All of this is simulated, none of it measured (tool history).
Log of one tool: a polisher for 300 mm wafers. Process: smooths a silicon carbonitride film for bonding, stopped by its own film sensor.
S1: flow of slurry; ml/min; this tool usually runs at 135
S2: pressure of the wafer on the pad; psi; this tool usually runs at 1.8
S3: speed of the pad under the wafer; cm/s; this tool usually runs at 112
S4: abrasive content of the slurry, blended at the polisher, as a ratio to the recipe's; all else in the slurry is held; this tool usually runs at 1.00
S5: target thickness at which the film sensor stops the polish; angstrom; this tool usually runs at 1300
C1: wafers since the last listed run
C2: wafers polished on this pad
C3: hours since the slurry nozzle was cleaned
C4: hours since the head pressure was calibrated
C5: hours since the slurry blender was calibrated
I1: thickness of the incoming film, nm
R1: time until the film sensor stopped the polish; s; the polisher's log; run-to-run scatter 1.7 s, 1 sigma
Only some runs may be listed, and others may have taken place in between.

{"run": 1, "hour": 0.0, "S1": 135, "S2": 1.8, "S3": 112, "S4": 1.0, "S5": 1250, "C1": 0, "C2": 25, "C3": 8.4, "C4": 912.7, "C5": 163.6, "I1": 152.7, "R1": 160.2}
{"run": 2, "hour": 22.7, "S1": 135, "S2": 1.8, "S3": 112, "S4": 1.0, "S5": 1300, "C1": 283, "C2": 309, "C3": 31.1, "C4": 935.4, "C5": 186.3, "I1": 151.0, "R1": 121.9}
{"hour": 29.4, "done": "slurry blender recalibrated"}
{"hour": 32.6, "done": "head pressure recalibrated"}
{"run": 3, "hour": 37.9, "S1": 135, "S2": 1.8, "S3": 112, "S4": 1.0, "S5": 1300, "C1": 139, "C2": 449, "C3": 46.3, "C4": 5.3, "C5": 8.5, "I1": 149.0, "R1": 104.2}
{"run": 4, "hour": 50.4, "S1": 135, "S2": 1.8, "S3": 124, "S4": 1.0, "S5": 1300, "C1": 156, "C2": 605, "C3": 58.8, "C4": 17.8, "C5": 21.0, "I1": 152.0, "R1": 110.5}
{"run": 5, "hour": 81.7, "S1": 135, "S2": 1.8, "S3": 138, "S4": 1.0, "S5": 1300, "C1": 390, "C2": 996, "C3": 90.1, "C4": 49.1, "C5": 52.3, "I1": 150.2, "R1": 94.8}
{"run": 6, "hour": 102.5, "S1": 135, "S2": 1.8, "S3": 138, "S4": 1.0, "S5": 1300, "C1": 259, "C2": 1256, "C3": 110.9, "C4": 69.9, "C5": 73.1, "I1": 151.7, "R1": 98.8}
{"run": 7, "hour": 122.1, "S1": 135, "S2": 1.8, "S3": 138, "S4": 1.0, "S5": 1300, "C1": 244, "C2": 1501, "C3": 130.5, "C4": 89.5, "C5": 92.7, "I1": 151.2, "R1": 100.4}
{"run": 8, "hour": 138.1, "S1": 135, "S2": 1.8, "S3": 112, "S4": 1.0, "S5": 1300, "C1": 199, "C2": 1700, "C3": 146.5, "C4": 105.5, "C5": 108.7, "I1": 149.1, "R1": 105.4}
{"run": 9, "hour": 153.6, "S1": 180, "S2": 1.8, "S3": 134, "S4": 0.7, "S5": 1300, "C1": 193, "C2": 1894, "C3": 162.0, "C4": 121.0, "C5": 124.2, "I1": 152.1, "R1": 117.6}
{"run": 10, "hour": 184.2, "S1": 95, "S2": 2.3, "S3": 112, "S4": 1.15, "S5": 1350, "C1": 382, "C2": 2276, "C3": 192.6, "C4": 151.6, "C5": 154.8, "I1": 150.8, "R1": 71.9}
{"hour": 194.1, "done": "slurry nozzle cleaned"}
{"hour": 194.6, "done": "worn pad replaced by a new one"}
{"run": 11, "hour": 212.7, "S1": 170, "S2": 1.8, "S3": 134, "S4": 1.0, "S5": 1300, "C1": 337, "C2": 226, "C3": 18.6, "C4": 180.1, "C5": 183.3, "I1": 149.8, "R1": 96.3}
{"hour": 232.6, "done": "slurry blender recalibrated"}
{"run": 12, "hour": 244.9, "S1": 120, "S2": 1.2, "S3": 88, "S4": 1.0, "S5": 1300, "C1": 377, "C2": 603, "C3": 50.8, "C4": 212.3, "C5": 12.3, "I1": 148.7, "R1": 176.1}
{"run": 13, "hour": 261.5, "S1": 165, "S2": 1.2, "S3": 150, "S4": 1.1, "S5": 1300, "C1": 207, "C2": 810, "C3": 67.4, "C4": 228.9, "C5": 28.9, "I1": 152.2, "R1": 127.5}
{"run": 14, "hour": 279.2, "S1": 120, "S2": 1.8, "S3": 76, "S4": 1.0, "S5": 1250, "C1": 221, "C2": 1031, "C3": 85.1, "C4": 246.6, "C5": 46.6, "I1": 152.3, "R1": 205.0}
{"run": 15, "hour": 297.7, "S1": 135, "S2": 1.8, "S3": 112, "S4": 1.0, "S5": 1340, "C1": 231, "C2": 1262, "C3": 103.6, "C4": 265.1, "C5": 65.1, "I1": 149.3, "R1": 82.0}
{"run": 16, "hour": 311.7, "S1": 135, "S2": 1.8, "S3": 112, "S4": 1.0, "S5": 1300, "C1": 174, "C2": 1437, "C3": 117.6, "C4": 279.1, "C5": 79.1, "I1": 151.6, "R1": 119.3}
{"run": 17, "hour": 325.1, "S1": 165, "S2": 1.2, "S3": 150, "S4": 1.1, "S5": 1300, "C1": 167, "C2": 1604, "C3": 131.0, "C4": 292.5, "C5": 92.5, "I1": 151.5, "R1": 127.4}
{"run": 18, "hour": 343.9, "S1": 135, "S2": 1.8, "S3": 112, "S4": 1.0, "S5": 1300, "C1": 234, "C2": 1839, "C3": 149.8, "C4": 311.3, "C5": 111.3, "I1": 149.8, "R1": 112.9}
{"run": 19, "hour": 364.6, "S1": 135, "S2": 1.8, "S3": 112, "S4": 0.9, "S5": 1300, "C1": 258, "C2": 2098, "C3": 170.5, "C4": 332.0, "C5": 132.0, "I1": 148.1, "R1": 105.8}
{"run": 20, "hour": 378.0, "S1": 170, "S2": 1.8, "S3": 112, "S4": 1.0, "S5": 1300, "C1": 167, "C2": 2265, "C3": 183.9, "C4": 345.4, "C5": 145.4, "I1": 148.2, "R1": 101.0}
{"run": 21, "hour": 401.1, "S1": 135, "S2": 1.8, "S3": 112, "S4": 0.7, "S5": 1330, "C1": 288, "C2": 2554, "C3": 207.0, "C4": 368.5, "C5": 168.5, "I1": 149.9, "R1": 114.9}
{"hour": 406.0, "done": "worn pad replaced by a new one"}
{"run": 22, "hour": 415.5, "S1": 135, "S2": 1.8, "S3": 112, "S4": 0.8, "S5": 1300, "C1": 129, "C2": 118, "C3": 221.4, "C4": 382.9, "C5": 182.9, "I1": 148.3, "R1": 119.7}
{"hour": 416.5, "done": "slurry nozzle cleaned"}
{"run": 23, "hour": 448.8, "S1": 135, "S2": 1.2, "S3": 82, "S4": 1.0, "S5": 1300, "C1": 403, "C2": 522, "C3": 32.3, "C4": 416.2, "C5": 216.2, "I1": 151.7, "R1": 230.6}
{"hour": 452.0, "done": "slurry blender recalibrated"}
{"run": 24, "hour": 479.1, "S1": 135, "S2": 1.8, "S3": 136, "S4": 1.0, "S5": 1300, "C1": 353, "C2": 875, "C3": 62.6, "C4": 446.5, "C5": 27.1, "I1": 148.1, "R1": 83.6}
{"run": 25, "hour": 491.9, "S1": 105, "S2": 1.5, "S3": 96, "S4": 1.0, "S5": 1340, "C1": 159, "C2": 1035, "C3": 75.4, "C4": 459.3, "C5": 39.9, "I1": 150.1, "R1": 116.0}
{"run": 26, "hour": 509.5, "S1": 135, "S2": 1.3, "S3": 112, "S4": 1.15, "S5": 1350, "C1": 219, "C2": 1255, "C3": 93.0, "C4": 476.9, "C5": 57.5, "I1": 151.3, "R1": 112.2}
{"run": 27, "hour": 539.3, "S1": 135, "S2": 1.8, "S3": 112, "S4": 1.0, "S5": 1300, "C1": 372, "C2": 1627, "C3": 122.8, "C4": 506.7, "C5": 87.3, "I1": 149.6, "R1": 107.6}
{"run": 28, "hour": 562.6, "S1": 135, "S2": 1.6, "S3": 112, "S4": 1.0, "S5": 1300, "C1": 291, "C2": 1918, "C3": 146.1, "C4": 530.0, "C5": 110.6, "I1": 149.5, "R1": 120.0}
{"run": 29, "hour": 589.0, "S1": 135, "S2": 1.8, "S3": 76, "S4": 1.0, "S5": 1300, "C1": 329, "C2": 2248, "C3": 172.5, "C4": 556.4, "C5": 137.0, "I1": 150.5, "R1": 151.7}

Branching from run 29: 5 alternative next runs. What would each branch give?
{"run": "A", "hour": 589.5, "S1": 135, "S2": 1.8, "S3": 112, "S4": 1.0, "S5": 1300, "C1": 6, "C2": 2254, "C3": 173.0, "C4": 556.9, "C5": 137.5, "I1": 151.1, "R1": "?"}
{"run": "B", "hour": 589.5, "S1": 135, "S2": 1.8, "S3": 112, "S4": 1.0, "S5": 1360, "C1": 6, "C2": 2254, "C3": 173.0, "C4": 556.9, "C5": 137.5, "I1": 151.1, "R1": "?"}
{"run": "C", "hour": 589.5, "S1": 100, "S2": 2.4, "S3": 88, "S4": 1.0, "S5": 1300, "C1": 6, "C2": 2254, "C3": 173.0, "C4": 556.9, "C5": 137.5, "I1": 151.1, "R1": "?"}
{"run": "D", "hour": 589.5, "S1": 135, "S2": 1.8, "S3": 112, "S4": 1.15, "S5": 1350, "C1": 6, "C2": 2254, "C3": 173.0, "C4": 556.9, "C5": 137.5, "I1": 151.1, "R1": "?"}
{"run": "E", "hour": 589.5, "S1": 135, "S2": 1.8, "S3": 86, "S4": 1.0, "S5": 1230, "C1": 6, "C2": 2254, "C3": 173.0, "C4": 556.9, "C5": 137.5, "I1": 151.1, "R1": "?"}

run=A R1=119.1
run=B R1=85.3
run=C R1=115.6
run=D R1=86.0
run=E R1=192.8
What these runs would have given with no unlogged condition in the tool:
run=A R1=113.0
run=B R1=80.9
run=C R1=109.6
run=D R1=81.9
run=E R1=182.9
